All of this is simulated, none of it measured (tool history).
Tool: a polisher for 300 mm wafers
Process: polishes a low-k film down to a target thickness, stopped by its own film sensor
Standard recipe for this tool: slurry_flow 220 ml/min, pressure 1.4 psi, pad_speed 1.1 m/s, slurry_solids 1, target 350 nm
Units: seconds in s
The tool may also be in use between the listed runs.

run,hour,slurry_flow,pressure,pad_speed,slurry_solids,target,"incoming thickness of the incoming film, nm",seconds
1,0,220,1.4,1.1,1.15,350,381.3,96.1
# hour 15.8: worn pad replaced by a new one
2,70.6,220,1.4,1.1,1.15,350,377.6,84.2
# hour 81.2: conditioning disc replaced and pad reconditioned
# hour 101.1: slurry nozzle cleaned
3,111.1,220,1.4,1.1,1.15,350,386,98.7
4,137.3,220,1.4,1.1,0.75,350,386.4,129.7
5,167.8,220,1.4,1.1,0.75,350,386.8,130.8
6,234.2,220,1.4,1.32,1,350,378.9,79.5
7,264,220,1.4,1.1,1,350,381,94.9
# hour 308.2: head pressure recalibrated
8,359.6,220,1.4,0.78,1,350,373.6,91.4
# hour 382.9: slurry blender recalibrated
# hour 402.6: worn pad replaced by a new one
9,416.8,265,1.6,1.1,1.3,344,375.8,74.2
10,448.7,240,1.6,1.28,1,347,381.5,87.4
11,517.7,220,1.7,1.1,1,357,379.9,60.6
12,546.1,220,1.4,1.1,1,350,371.2,69.4
# hour 549.3: conditioning disc replaced and pad reconditioned
13,579,220,1.4,0.74,1,360,383.1,86.6
14,639.4,220,1.4,1.1,1,350,380.5,92.8
15,686.4,220,1.4,1.1,1,350,385,108.1
# hour 700.2: slurry nozzle cleaned
16,728.9,250,1.4,0.84,1.2,341,383.9,141.3
# hour 763.8: slurry blender recalibrated
17,789.8,220,1.4,1.1,1,350,373.8,76.2
# hour 796.1: worn pad replaced by a new one
18,845.7,220,1.4,0.74,1,353,378.9,101.1
19,873.4,250,1.4,1.36,0.7,350,374.3,84.6

Predict the results of run 20:
20,926,220,1.4,1.1,1,350,380.9,?

Run 20 gave seconds 98.5 s.
Minus the tool's unlogged condition, the same run would have read seconds 85.2 s.
